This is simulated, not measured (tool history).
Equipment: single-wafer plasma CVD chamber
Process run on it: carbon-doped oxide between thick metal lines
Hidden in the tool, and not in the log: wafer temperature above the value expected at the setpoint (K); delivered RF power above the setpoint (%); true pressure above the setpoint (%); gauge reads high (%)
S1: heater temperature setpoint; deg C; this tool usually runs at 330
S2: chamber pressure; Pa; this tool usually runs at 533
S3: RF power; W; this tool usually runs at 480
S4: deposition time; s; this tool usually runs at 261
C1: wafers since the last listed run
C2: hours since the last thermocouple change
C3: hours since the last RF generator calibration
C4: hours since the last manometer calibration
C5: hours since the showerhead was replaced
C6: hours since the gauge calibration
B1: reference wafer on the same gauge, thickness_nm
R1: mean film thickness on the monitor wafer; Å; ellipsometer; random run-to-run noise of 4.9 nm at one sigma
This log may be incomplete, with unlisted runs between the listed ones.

{"run": 1, "hour": 0.0, "S1": 330, "S2": 533, "S3": 445, "S4": 261, "C1": 0, "C2": 1214.7, "C3": 1108.1, "C4": 749.4, "C5": 4864.8, "C6": 440.8, "B1": 1416.571, "R1": 11920.36}
{"run": 2, "hour": 64.7, "S1": 330, "S2": 533, "S3": 445, "S4": 261, "C1": 482, "C2": 1279.4, "C3": 1172.8, "C4": 814.1, "C5": 4929.5, "C6": 505.5, "B1": 1419.154, "R1": 11859.39}
{"run": 3, "hour": 107.2, "S1": 330, "S2": 533, "S3": 480, "S4": 261, "C1": 316, "C2": 1321.9, "C3": 1215.3, "C4": 856.6, "C5": 4972, "C6": 548, "B1": 1420.279, "R1": 12195.66}
{"run": 4, "hour": 211.4, "S1": 330, "S2": 533, "S3": 520, "S4": 261, "C1": 776, "C2": 1426.1, "C3": 1319.5, "C4": 960.8, "C5": 5076.2, "C6": 652.2, "B1": 1419.82, "R1": 12615.47}
{"run": 5, "hour": 294.8, "S1": 330, "S2": 533, "S3": 520, "S4": 261, "C1": 621, "C2": 1509.5, "C3": 1402.9, "C4": 1044.2, "C5": 5159.6, "C6": 735.6, "B1": 1420.87, "R1": 12497.2}
{"run": 6, "hour": 350.2, "S1": 330, "S2": 533, "S3": 480, "S4": 261, "C1": 413, "C2": 1564.9, "C3": 1458.3, "C4": 1099.6, "C5": 5215, "C6": 791, "B1": 1418.739, "R1": 12244.48}
{"run": 7, "hour": 417.5, "S1": 330, "S2": 533, "S3": 480, "S4": 261, "C1": 501, "C2": 1632.2, "C3": 1525.6, "C4": 1166.9, "C5": 5282.3, "C6": 858.3, "B1": 1420.557, "R1": 12241.19}
{"run": 8, "hour": 496.5, "S1": 330, "S2": 533, "S3": 480, "S4": 261, "C1": 588, "C2": 1711.2, "C3": 1604.6, "C4": 1245.9, "C5": 5361.3, "C6": 937.3, "B1": 1421.689, "R1": 12291.59}
{"hour": 527.0, "done": "thermocouple changed; heater temperature recalibrated"}
{"run": 9, "hour": 549.0, "S1": 330, "S2": 433, "S3": 480, "S4": 261, "C1": 331, "C2": 22, "C3": 1657.1, "C4": 1298.4, "C5": 5413.8, "C6": 989.8, "B1": 1419.393, "R1": 11834.7}
{"hour": 573.4, "done": "gauge calibrated"}
{"run": 10, "hour": 649.8, "S1": 330, "S2": 433, "S3": 480, "S4": 261, "C1": 751, "C2": 122.8, "C3": 1757.9, "C4": 1399.2, "C5": 5514.6, "C6": 76.4, "B1": 1420.245, "R1": 11837.6}
{"run": 11, "hour": 710.7, "S1": 330, "S2": 576, "S3": 555, "S4": 261, "C1": 454, "C2": 183.7, "C3": 1818.8, "C4": 1460.1, "C5": 5575.5, "C6": 137.3, "B1": 1418.964, "R1": 13026.16}
{"run": 12, "hour": 805.4, "S1": 324, "S2": 431, "S3": 530, "S4": 209, "C1": 706, "C2": 278.4, "C3": 1913.5, "C4": 1554.8, "C5": 5670.2, "C6": 232, "B1": 1420.085, "R1": 9940.98}
{"run": 13, "hour": 889.9, "S1": 330, "S2": 533, "S3": 480, "S4": 215, "C1": 629, "C2": 362.9, "C3": 1998, "C4": 1639.3, "C5": 5754.7, "C6": 316.5, "B1": 1422.015, "R1": 10005.62}
{"hour": 1000.2, "done": "capacitance manometer re-zeroed and calibrated"}
{"hour": 1000.4, "done": "showerhead replaced"}
{"run": 14, "hour": 1038.5, "S1": 330, "S2": 432, "S3": 480, "S4": 312, "C1": 1046, "C2": 511.5, "C3": 2146.6, "C4": 38.3, "C5": 38.1, "C6": 465.1, "B1": 1417.935, "R1": 14099.17}
{"hour": 1082.2, "done": "RF generator calibrated"}
{"run": 15, "hour": 1246.7, "S1": 317, "S2": 415, "S3": 480, "S4": 261, "C1": 1492, "C2": 719.7, "C3": 164.5, "C4": 246.5, "C5": 246.3, "C6": 673.3, "B1": 1419.166, "R1": 12596.4}
{"run": 16, "hour": 1291.2, "S1": 330, "S2": 533, "S3": 480, "S4": 261, "C1": 331, "C2": 764.2, "C3": 209, "C4": 291, "C5": 290.8, "C6": 717.8, "B1": 1422.745, "R1": 12500.34}
{"run": 17, "hour": 1380.8, "S1": 343, "S2": 533, "S3": 480, "S4": 245, "C1": 667, "C2": 853.8, "C3": 298.6, "C4": 380.6, "C5": 380.4, "C6": 807.4, "B1": 1418.969, "R1": 11223.64}
{"run": 18, "hour": 1434.9, "S1": 318, "S2": 533, "S3": 510, "S4": 278, "C1": 403, "C2": 907.9, "C3": 352.7, "C4": 434.7, "C5": 434.5, "C6": 861.5, "B1": 1418.165, "R1": 14086.75}
{"run": 19, "hour": 1497.4, "S1": 315, "S2": 533, "S3": 480, "S4": 292, "C1": 465, "C2": 970.4, "C3": 415.2, "C4": 497.2, "C5": 497, "C6": 924, "B1": 1418.385, "R1": 14705.24}
{"run": 20, "hour": 1566.6, "S1": 330, "S2": 533, "S3": 535, "S4": 261, "C1": 515, "C2": 1039.6, "C3": 484.4, "C4": 566.4, "C5": 566.2, "C6": 993.2, "B1": 1420.335, "R1": 12835.27}
{"run": 21, "hour": 1622.3, "S1": 330, "S2": 433, "S3": 480, "S4": 261, "C1": 415, "C2": 1095.3, "C3": 540.1, "C4": 622.1, "C5": 621.9, "C6": 1048.9, "B1": 1417.985, "R1": 12015}

Here are 3 independent what-if runs from the current tool condition. What would each one return?
{"run": "A", "hour": 1622.8, "S1": 330, "S2": 533, "S3": 480, "S4": 261, "C1": 3, "C2": 1095.8, "C3": 540.6, "C4": 622.6, "C5": 622.4, "C6": 1049.4, "B1": "?", "R1": "?"}
{"run": "B", "hour": 1622.8, "S1": 320, "S2": 533, "S3": 480, "S4": 295, "C1": 3, "C2": 1095.8, "C3": 540.6, "C4": 622.6, "C5": 622.4, "C6": 1049.4, "B1": "?", "R1": "?"}
{"run": "C", "hour": 1622.8, "S1": 330, "S2": 648, "S3": 550, "S4": 213, "C1": 3, "C2": 1095.8, "C3": 540.6, "C4": 622.6, "C5": 622.4, "C6": 1049.4, "B1": "?", "R1": "?"}

run=A B1=1421.443 R1=12354.43
run=B B1=1421.443 R1=14425.14
run=C B1=1421.443 R1=10977.3
Without the tool's hidden state the same runs would have given:
run=A R1=12552.66
run=B R1=14656.6
run=C R1=11149.63

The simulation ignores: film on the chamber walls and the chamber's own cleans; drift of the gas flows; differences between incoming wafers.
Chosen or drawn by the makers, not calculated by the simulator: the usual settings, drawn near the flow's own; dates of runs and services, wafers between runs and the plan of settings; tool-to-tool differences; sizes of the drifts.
